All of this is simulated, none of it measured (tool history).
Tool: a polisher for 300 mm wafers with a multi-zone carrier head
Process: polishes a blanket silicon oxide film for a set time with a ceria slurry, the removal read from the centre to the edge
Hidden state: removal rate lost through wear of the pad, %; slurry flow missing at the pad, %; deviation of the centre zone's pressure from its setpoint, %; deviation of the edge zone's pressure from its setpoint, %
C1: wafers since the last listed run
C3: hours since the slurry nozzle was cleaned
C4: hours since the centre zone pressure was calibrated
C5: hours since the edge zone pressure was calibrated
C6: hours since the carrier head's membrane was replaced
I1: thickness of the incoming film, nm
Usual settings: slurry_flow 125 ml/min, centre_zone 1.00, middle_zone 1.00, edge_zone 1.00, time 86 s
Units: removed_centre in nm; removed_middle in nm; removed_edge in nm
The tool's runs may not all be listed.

{"run": 1, "hour": 0.0, "slurry_flow": 125, "centre_zone": 0.95, "middle_zone": 1.03, "edge_zone": 1.0, "time": 86, "C1": 0, "wafers polished on this pad": 617, "C3": 201.2, "C4": 720.2, "C5": 696.4, "C6": 3.8, "I1": 1677.7, "removed_centre": 480.0, "removed_middle": 517.0, "removed_edge": 502.0}
{"hour": 13.3, "done": "worn pad replaced by a new one"}
{"run": 2, "hour": 17.0, "slurry_flow": 125, "centre_zone": 0.95, "middle_zone": 1.03, "edge_zone": 1.0, "time": 86, "C1": 89, "wafers polished on this pad": 25, "C3": 218.2, "C4": 737.2, "C5": 713.4, "C6": 20.8, "I1": 1684.4, "removed_centre": 475.8, "removed_middle": 519.8, "removed_edge": 498.3}
{"run": 3, "hour": 23.7, "slurry_flow": 125, "centre_zone": 1.0, "middle_zone": 1.0, "edge_zone": 1.0, "time": 86, "C1": 45, "wafers polished on this pad": 71, "C3": 224.9, "C4": 743.9, "C5": 720.1, "C6": 27.5, "I1": 1668.2, "removed_centre": 503.2, "removed_middle": 506.9, "removed_edge": 503.5}
{"run": 4, "hour": 35.6, "slurry_flow": 125, "centre_zone": 1.0, "middle_zone": 1.0, "edge_zone": 1.0, "time": 86, "C1": 81, "wafers polished on this pad": 153, "C3": 236.8, "C4": 755.8, "C5": 732.0, "C6": 39.4, "I1": 1683.5, "removed_centre": 505.1, "removed_middle": 505.1, "removed_edge": 494.1}
{"run": 5, "hour": 67.5, "slurry_flow": 125, "centre_zone": 1.0, "middle_zone": 1.0, "edge_zone": 1.0, "time": 86, "C1": 218, "wafers polished on this pad": 372, "C3": 268.7, "C4": 787.7, "C5": 763.9, "C6": 71.3, "I1": 1655.5, "removed_centre": 499.8, "removed_middle": 506.4, "removed_edge": 502.2}
{"run": 6, "hour": 84.5, "slurry_flow": 170, "centre_zone": 0.89, "middle_zone": 0.93, "edge_zone": 1.0, "time": 95, "C1": 116, "wafers polished on this pad": 488, "C3": 285.7, "C4": 804.7, "C5": 780.9, "C6": 88.3, "I1": 1663.4, "removed_centre": 532.3, "removed_middle": 558.2, "removed_edge": 575.5}
{"hour": 111.7, "done": "centre zone pressure recalibrated"}
{"hour": 125.0, "done": "worn pad replaced by a new one"}
{"run": 7, "hour": 125.4, "slurry_flow": 135, "centre_zone": 0.92, "middle_zone": 1.0, "edge_zone": 0.96, "time": 69, "C1": 239, "wafers polished on this pad": 2, "C3": 326.6, "C4": 13.7, "C5": 821.8, "C6": 129.2, "I1": 1705.5, "removed_centre": 379.1, "removed_middle": 420.8, "removed_edge": 403.2}
{"run": 8, "hour": 135.7, "slurry_flow": 145, "centre_zone": 1.11, "middle_zone": 1.0, "edge_zone": 1.0, "time": 77, "C1": 70, "wafers polished on this pad": 73, "C3": 336.9, "C4": 24.0, "C5": 832.1, "C6": 139.5, "I1": 1705.6, "removed_centre": 515.5, "removed_middle": 466.4, "removed_edge": 463.7}
{"run": 9, "hour": 150.5, "slurry_flow": 125, "centre_zone": 0.94, "middle_zone": 1.0, "edge_zone": 1.09, "time": 86, "C1": 101, "wafers polished on this pad": 175, "C3": 351.7, "C4": 38.8, "C5": 846.9, "C6": 154.3, "I1": 1666.8, "removed_centre": 475.7, "removed_middle": 499.1, "removed_edge": 511.7}
{"run": 10, "hour": 168.5, "slurry_flow": 125, "centre_zone": 1.0, "middle_zone": 1.08, "edge_zone": 1.0, "time": 86, "C1": 123, "wafers polished on this pad": 298, "C3": 369.7, "C4": 56.8, "C5": 864.9, "C6": 172.3, "I1": 1659.1, "removed_centre": 503.2, "removed_middle": 545.2, "removed_edge": 498.5}
{"hour": 177.3, "done": "slurry nozzle cleaned"}
{"run": 11, "hour": 177.8, "slurry_flow": 125, "centre_zone": 1.0, "middle_zone": 1.0, "edge_zone": 1.0, "time": 86, "C1": 56, "wafers polished on this pad": 355, "C3": 0.5, "C4": 66.1, "C5": 874.2, "C6": 181.6, "I1": 1685.6, "removed_centre": 498.0, "removed_middle": 506.1, "removed_edge": 492.9}
{"run": 12, "hour": 194.3, "slurry_flow": 125, "centre_zone": 1.0, "middle_zone": 1.0, "edge_zone": 1.0, "time": 86, "C1": 113, "wafers polished on this pad": 468, "C3": 17.0, "C4": 82.6, "C5": 890.7, "C6": 198.1, "I1": 1686.5, "removed_centre": 499.7, "removed_middle": 506.4, "removed_edge": 499.7}
{"hour": 223.2, "done": "edge zone pressure recalibrated"}
{"hour": 244.9, "done": "worn pad replaced by a new one"}
{"run": 13, "hour": 245.9, "slurry_flow": 125, "centre_zone": 0.92, "middle_zone": 1.0, "edge_zone": 1.0, "time": 86, "C1": 313, "wafers polished on this pad": 6, "C3": 68.6, "C4": 134.2, "C5": 22.7, "C6": 249.7, "I1": 1704.2, "removed_centre": 468.5, "removed_middle": 502.5, "removed_edge": 494.2}
{"run": 14, "hour": 258.5, "slurry_flow": 125, "centre_zone": 1.0, "middle_zone": 1.0, "edge_zone": 1.0, "time": 86, "C1": 86, "wafers polished on this pad": 93, "C3": 81.2, "C4": 146.8, "C5": 35.3, "C6": 262.3, "I1": 1661.7, "removed_centre": 502.6, "removed_middle": 500.3, "removed_edge": 502.5}
{"run": 15, "hour": 267.2, "slurry_flow": 125, "centre_zone": 1.0, "middle_zone": 1.0, "edge_zone": 1.0, "time": 86, "C1": 59, "wafers polished on this pad": 152, "C3": 89.9, "C4": 155.5, "C5": 44.0, "C6": 271.0, "I1": 1688.5, "removed_centre": 503.3, "removed_middle": 505.3, "removed_edge": 502.2}
{"run": 16, "hour": 279.9, "slurry_flow": 105, "centre_zone": 1.0, "middle_zone": 0.91, "edge_zone": 0.89, "time": 113, "C1": 87, "wafers polished on this pad": 239, "C3": 102.6, "C4": 168.2, "C5": 56.7, "C6": 283.7, "I1": 1699.3, "removed_centre": 620.4, "removed_middle": 587.0, "removed_edge": 612.0}
{"run": 17, "hour": 291.4, "slurry_flow": 125, "centre_zone": 1.12, "middle_zone": 1.0, "edge_zone": 1.0, "time": 86, "C1": 78, "wafers polished on this pad": 318, "C3": 114.1, "C4": 179.7, "C5": 68.2, "C6": 295.2, "I1": 1650.1, "removed_centre": 558.1, "removed_middle": 497.8, "removed_edge": 502.9}
{"run": 18, "hour": 308.2, "slurry_flow": 125, "centre_zone": 1.09, "middle_zone": 1.06, "edge_zone": 1.0, "time": 86, "C1": 115, "wafers polished on this pad": 434, "C3": 130.9, "C4": 196.5, "C5": 85.0, "C6": 312.0, "I1": 1674.6, "removed_centre": 542.7, "removed_middle": 532.7, "removed_edge": 501.7}
{"run": 19, "hour": 325.9, "slurry_flow": 125, "centre_zone": 1.0, "middle_zone": 1.0, "edge_zone": 1.09, "time": 86, "C1": 121, "wafers polished on this pad": 555, "C3": 148.6, "C4": 214.2, "C5": 102.7, "C6": 329.7, "I1": 1689.7, "removed_centre": 501.7, "removed_middle": 502.3, "removed_edge": 520.6}
{"run": 20, "hour": 334.5, "slurry_flow": 125, "centre_zone": 1.0, "middle_zone": 1.0, "edge_zone": 1.0, "time": 86, "C1": 59, "wafers polished on this pad": 614, "C3": 157.2, "C4": 222.8, "C5": 111.3, "C6": 338.3, "I1": 1670.3, "removed_centre": 495.8, "removed_middle": 498.8, "removed_edge": 500.7}
{"run": 21, "hour": 345.1, "slurry_flow": 125, "centre_zone": 1.0, "middle_zone": 1.0, "edge_zone": 1.0, "time": 86, "C1": 72, "wafers polished on this pad": 687, "C3": 167.8, "C4": 233.4, "C5": 121.9, "C6": 348.9, "I1": 1707.9, "removed_centre": 501.0, "removed_middle": 497.6, "removed_edge": 501.0}
{"hour": 357.0, "done": "worn pad replaced by a new one"}
{"run": 22, "hour": 357.7, "slurry_flow": 90, "centre_zone": 0.92, "middle_zone": 1.04, "edge_zone": 1.0, "time": 86, "C1": 59, "wafers polished on this pad": 4, "C3": 180.4, "C4": 246.0, "C5": 134.5, "C6": 361.5, "I1": 1707.2, "removed_centre": 412.6, "removed_middle": 476.5, "removed_edge": 464.4}

Forecast each of these 4 alternatives for the next run:
{"run": "A", "hour": 358.1, "slurry_flow": 125, "centre_zone": 1.0, "middle_zone": 1.0, "edge_zone": 1.0, "time": 86, "C1": 2, "wafers polished on this pad": 7, "C3": 180.8, "C4": 246.4, "C5": 134.9, "C6": 361.9, "I1": 1679.0, "removed_centre": "?", "removed_middle": "?", "removed_edge": "?"}
{"run": "B", "hour": 358.1, "slurry_flow": 165, "centre_zone": 1.0, "middle_zone": 0.95, "edge_zone": 1.0, "time": 86, "C1": 2, "wafers polished on this pad": 7, "C3": 180.8, "C4": 246.4, "C5": 134.9, "C6": 361.9, "I1": 1679.0, "removed_centre": "?", "removed_middle": "?", "removed_edge": "?"}
{"run": "C", "hour": 358.1, "slurry_flow": 125, "centre_zone": 1.0, "middle_zone": 0.95, "edge_zone": 1.0, "time": 104, "C1": 2, "wafers polished on this pad": 7, "C3": 180.8, "C4": 246.4, "C5": 134.9, "C6": 361.9, "I1": 1679.0, "removed_centre": "?", "removed_middle": "?", "removed_edge": "?"}
{"run": "D", "hour": 358.1, "slurry_flow": 125, "centre_zone": 1.0, "middle_zone": 1.0, "edge_zone": 1.0, "time": 65, "C1": 2, "wafers polished on this pad": 7, "C3": 180.8, "C4": 246.4, "C5": 134.9, "C6": 361.9, "I1": 1679.0, "removed_centre": "?", "removed_middle": "?", "removed_edge": "?"}

run=A removed_centre=498.5 removed_middle=503.8 removed_edge=497.9
run=B removed_centre=531.9 removed_middle=511.3 removed_edge=519.3
run=C removed_centre=602.6 removed_middle=583.6 removed_edge=602.5
run=D removed_centre=376.8 removed_middle=380.8 removed_edge=376.3
Without the tool's hidden state the same runs would have given:
run=A removed_centre=498.5 removed_middle=503.8 removed_edge=497.9
run=B removed_centre=531.9 removed_middle=511.3 removed_edge=519.3
run=C removed_centre=602.6 removed_middle=583.6 removed_edge=602.5
run=D removed_centre=376.8 removed_middle=380.8 removed_edge=376.3
